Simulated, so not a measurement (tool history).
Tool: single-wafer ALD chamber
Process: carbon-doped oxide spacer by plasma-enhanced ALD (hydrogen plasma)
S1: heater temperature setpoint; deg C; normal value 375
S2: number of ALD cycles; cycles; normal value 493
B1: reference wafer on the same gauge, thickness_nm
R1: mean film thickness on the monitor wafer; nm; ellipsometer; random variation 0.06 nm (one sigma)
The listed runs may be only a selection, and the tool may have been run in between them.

Run 1, hour 0.0: usual settings; B1 27.872. Result: R1 23.996 nm.
Run 2, hour 182.5: usual settings but S2 513 cycles; B1 27.906. Result: R1 24.952 nm.
Run 3, hour 234.2: usual settings but S2 513 cycles; B1 27.883. Result: R1 24.946 nm.
Run 4, hour 267.5: usual settings but S1 382 deg C; B1 27.896. Result: R1 23.954 nm.
Run 5, hour 323.8: usual settings but S2 431 cycles; B1 27.907. Result: R1 20.970 nm.
Run 6, hour 392.5: usual settings but S1 366 deg C, S2 433 cycles; B1 27.891. Result: R1 21.062 nm.
Run 7, hour 460.2: usual settings but S1 380 deg C, S2 468 cycles; B1 27.903. Result: R1 22.761 nm.
Run 8, hour 499.2: usual settings but S1 365 deg C; B1 27.920. Result: R1 23.981 nm.
Run 9, hour 534.0: usual settings but S1 365 deg C; B1 27.924. Result: R1 23.929 nm.
Run 10, hour 561.7: usual settings but S1 365 deg C; B1 27.900. Result: R1 24.086 nm.
Run 11, hour 632.8: usual settings; B1 27.866. Result: R1 23.928 nm.
Run 12, hour 687.3: usual settings; B1 27.900. Result: R1 23.916 nm.
Run 13, hour 724.8: usual settings; B1 27.901. Result: R1 23.989 nm.
At hour 738.8: thermocouple changed; heater temperature recalibrated.
Run 14, hour 795.3: usual settings; B1 27.890. Result: R1 24.052 nm.
Run 15, hour 969.0: usual settings; B1 27.912. Result: R1 24.013 nm.
Run 16, hour 1022.3: usual settings but S1 366 deg C; B1 27.897. Result: R1 24.100 nm.
At hour 1061.2: gauge calibrated.
Run 17, hour 1081.3: usual settings but S1 384 deg C, S2 516 cycles; B1 27.905. Result: R1 25.132 nm.
Run 18, hour 1118.8: usual settings; B1 27.898. Result: R1 24.024 nm.
Run 19, hour 1170.0: usual settings; B1 27.881. Result: R1 23.949 nm.
Run 20, hour 1241.7: usual settings but S1 388 deg C; B1 27.874. Result: R1 23.965 nm.
Run 21, hour 1282.5: usual settings but S2 442 cycles; B1 27.927. Result: R1 21.494 nm.
Run 22, hour 1348.9: usual settings but S2 449 cycles; B1 27.884. Result: R1 21.885 nm.
Run 23, hour 1399.3: usual settings but S1 388 deg C; B1 27.910. Result: R1 24.034 nm.
Run 24, hour 1423.4: usual settings but S1 380 deg C, S2 424 cycles; B1 27.934. Result: R1 20.580 nm.
Run 25, hour 1469.0: usual settings but S1 388 deg C; B1 27.909. Result: R1 24.053 nm.
Run 26, hour 1512.2: usual settings; B1 27.921. Result: R1 23.985 nm.
Run 27, hour 1540.6: usual settings; B1 27.905. Result: R1 24.032 nm.
Run 28, hour 1586.5: usual settings; B1 27.866. Result: R1 24.010 nm.
Run 29, hour 1662.4: usual settings but S1 369 deg C, S2 555 cycles; B1 27.907. Result: R1 27.072 nm.
Run 30, hour 1711.2: usual settings but S1 383 deg C, S2 403 cycles; B1 27.901. Result: R1 19.640 nm.
Run 31, hour 1751.3: usual settings but S1 360 deg C, S2 569 cycles; B1 27.874. Result: R1 27.699 nm.
Run 32, hour 1800.9: usual settings but S2 431 cycles; B1 27.890. Result: R1 21.059 nm.
Run 33, hour 1830.1: usual settings but S2 584 cycles; B1 27.905. Result: R1 28.417 nm.
Run 34, hour 1956.7: usual settings but S1 368 deg C; B1 27.898. Result: R1 23.991 nm.
Run 35, hour 2001.6: usual settings but S1 371 deg C, S2 536 cycles; B1 27.895. Result: R1 25.966 nm.

3 ways to go on from here, each from the tool as it stands after run 35. What would each give?
Run A, hour 2002.8: usual settings but S2 577 cycles; B1 ?. Result: R1 ?.
Run B, hour 2002.8: usual settings but S1 382 deg C, S2 396 cycles; B1 ?. Result: R1 ?.
Run C, hour 2002.8: usual settings but S1 386 deg C; B1 ?. Result: R1 ?.

run      B1      R1
  A  27.907  28.118
  B  27.907  19.297
  C  27.907  24.024
Without the tool's hidden state the same runs would have given:
run      R1
  A  28.118
  B  19.297
  C  24.024
